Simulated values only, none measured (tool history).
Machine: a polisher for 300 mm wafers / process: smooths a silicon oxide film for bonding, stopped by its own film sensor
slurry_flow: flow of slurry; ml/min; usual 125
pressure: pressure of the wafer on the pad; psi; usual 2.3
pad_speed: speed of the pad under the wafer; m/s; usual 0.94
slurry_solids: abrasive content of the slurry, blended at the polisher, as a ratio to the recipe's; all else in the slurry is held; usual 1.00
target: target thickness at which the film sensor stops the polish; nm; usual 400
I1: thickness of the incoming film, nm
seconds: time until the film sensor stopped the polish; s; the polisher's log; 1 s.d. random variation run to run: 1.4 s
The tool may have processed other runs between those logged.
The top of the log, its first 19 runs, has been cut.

run 20 hour=251.7 | slurry_flow=125 pressure=1.8 pad_speed=0.94 slurry_solids=1.00 target=414 | I1=458.8 | seconds=76.8
run 21 hour=288.3 | slurry_flow=125 pressure=2.3 pad_speed=0.94 slurry_solids=1.00 target=400 | I1=457.7 | seconds=82.0
run 22 hour=295.9 | slurry_flow=125 pressure=2.3 pad_speed=0.94 slurry_solids=1.00 target=400 | I1=465.8 | seconds=92.6
-- hour=301.9 worn pad replaced by a new one
run 23 hour=308.3 | slurry_flow=125 pressure=2.3 pad_speed=0.94 slurry_solids=1.00 target=400 | I1=460.6 | seconds=85.5
run 24 hour=314.9 | slurry_flow=125 pressure=2.3 pad_speed=1.10 slurry_solids=1.15 target=400 | I1=460.9 | seconds=71.5
-- hour=327.5 slurry blender recalibrated
run 25 hour=328.0 | slurry_flow=125 pressure=2.3 pad_speed=0.70 slurry_solids=1.00 target=380 | I1=469.9 | seconds=151.0
run 26 hour=340.7 | slurry_flow=155 pressure=2.3 pad_speed=0.94 slurry_solids=0.75 target=400 | I1=458.9 | seconds=83.2
run 27 hour=357.6 | slurry_flow=125 pressure=2.1 pad_speed=0.94 slurry_solids=0.75 target=410 | I1=457.7 | seconds=81.4
run 28 hour=373.6 | slurry_flow=165 pressure=1.9 pad_speed=0.94 slurry_solids=0.70 target=407 | I1=464.1 | seconds=106.7
run 29 hour=387.5 | slurry_flow=125 pressure=1.6 pad_speed=0.94 slurry_solids=0.75 target=400 | I1=455.2 | seconds=126.5
-- hour=393.1 worn pad replaced by a new one
run 30 hour=405.3 | slurry_flow=125 pressure=2.3 pad_speed=0.94 slurry_solids=1.10 target=413 | I1=465.4 | seconds=67.2

Predict each of these 3 candidate next runs independently; none follows another, all start after run 30:
run A hour=405.7 | slurry_flow=125 pressure=2.3 pad_speed=0.94 slurry_solids=1.00 target=400 | I1=457.3 | seconds=?
run B hour=405.7 | slurry_flow=110 pressure=2.3 pad_speed=0.94 slurry_solids=1.00 target=400 | I1=457.3 | seconds=?
run C hour=405.7 | slurry_flow=155 pressure=2.3 pad_speed=0.94 slurry_solids=1.25 target=400 | I1=457.3 | seconds=?

run=A seconds=78.8
run=B seconds=81.0
run=C seconds=68.2
The same runs, with their run-to-run variation unchanged, on a tool lacking any hidden condition would have given:
run=A seconds=73.2
run=B seconds=75.2
run=C seconds=63.8
